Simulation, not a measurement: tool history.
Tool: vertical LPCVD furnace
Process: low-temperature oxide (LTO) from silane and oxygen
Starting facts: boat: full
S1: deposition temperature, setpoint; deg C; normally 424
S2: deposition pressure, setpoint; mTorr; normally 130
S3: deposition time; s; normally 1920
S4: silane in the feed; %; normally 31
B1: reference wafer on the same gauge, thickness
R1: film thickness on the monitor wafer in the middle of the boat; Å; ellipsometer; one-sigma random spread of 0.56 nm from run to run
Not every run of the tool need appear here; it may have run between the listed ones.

| run | hour | S1 | S2 | S3 | S4 | B1 | R1 |
|---|---|---|---|---|---|---|---|
| 1 | 0.0 | 424 | 130 | 1920 | 31 | 139.94 | 1570.2 |
| 2 | 10.4 | 424 | 130 | 1920 | 31 | 140.02 | 1581.6 |
| 3 | 20.0 | 424 | 130 | 1920 | 31 | 140.09 | 1576.5 |
| 4 | 27.5 | 418 | 130 | 1920 | 33 | 139.99 | 1602.6 |
|  | 38.1 | gauge calibrated |
| 5 | 44.0 | 418 | 130 | 1920 | 33 | 140.01 | 1600.1 |
| 6 | 62.4 | 424 | 120 | 1920 | 31 | 139.98 | 1444.5 |
|  | 95.1 | thermocouples replaced and temperature profile calibrated |
| 7 | 95.6 | 424 | 120 | 1920 | 31 | 139.98 | 1451.8 |
| 8 | 100.1 | 424 | 120 | 1920 | 31 | 139.99 | 1452.8 |
| 9 | 104.6 | 424 | 130 | 1920 | 31 | 139.98 | 1575.6 |
|  | 139.9 | pressure gauge zeroed |
| 10 | 140.4 | 424 | 130 | 1920 | 31 | 139.95 | 1564.0 |
| 11 | 144.9 | 424 | 130 | 1920 | 31 | 139.93 | 1568.7 |
| 12 | 149.4 | 424 | 150 | 1710 | 31 | 140.04 | 1613.7 |
| 13 | 153.9 | 431 | 120 | 1920 | 31 | 140.02 | 1565.2 |
| 14 | 167.5 | 424 | 130 | 1920 | 26 | 139.90 | 1216.3 |
| 15 | 176.4 | 415 | 105 | 1170 | 26 | 140.04 | 537.8 |
| 16 | 192.4 | 429 | 155 | 1920 | 31 | 139.93 | 1971.0 |
|  | 217.7 | gauge calibrated |
|  | 220.2 | silane flow controller replaced |
| 17 | 220.7 | 424 | 130 | 1920 | 31 | 139.87 | 1565.8 |
| 18 | 225.2 | 424 | 140 | 1320 | 26 | 140.04 | 898.9 |
| 19 | 266.1 | 424 | 130 | 2520 | 31 | 140.01 | 2070.9 |
| 20 | 280.5 | 421 | 130 | 1920 | 31 | 139.89 | 1519.3 |
| 21 | 298.9 | 424 | 140 | 1320 | 26 | 139.99 | 901.1 |
| 22 | 305.4 | 431 | 130 | 1920 | 33 | 139.84 | 1839.7 |

Consider 5 possible next runs. They are alternatives, not a sequence: every one starts from the tool as it was left by run 22. What does each give?
| A | 310.0 | 424 | 130 | 1920 | 31 | ? | ? |
| B | 310.0 | 434 | 100 | 2190 | 29 | ? | ? |
| C | 310.0 | 416 | 130 | 1920 | 35 | ? | ? |
| D | 310.0 | 418 | 100 | 1920 | 31 | ? | ? |
| E | 310.0 | 424 | 130 | 1920 | 29 | ? | ? |

| run | B1 | R1 |
|---|---|---|
| A | 139.96 | 1568.4 |
| B | 139.96 | 1395.9 |
| C | 139.96 | 1691.1 |
| D | 139.96 | 1130.0 |
| E | 139.96 | 1428.6 |
What these runs would have given with no unlogged condition in the tool:
| run | R1 |
|---|---|
| A | 1568.4 |
| B | 1395.9 |
| C | 1691.1 |
| D | 1130.0 |
| E | 1428.6 |

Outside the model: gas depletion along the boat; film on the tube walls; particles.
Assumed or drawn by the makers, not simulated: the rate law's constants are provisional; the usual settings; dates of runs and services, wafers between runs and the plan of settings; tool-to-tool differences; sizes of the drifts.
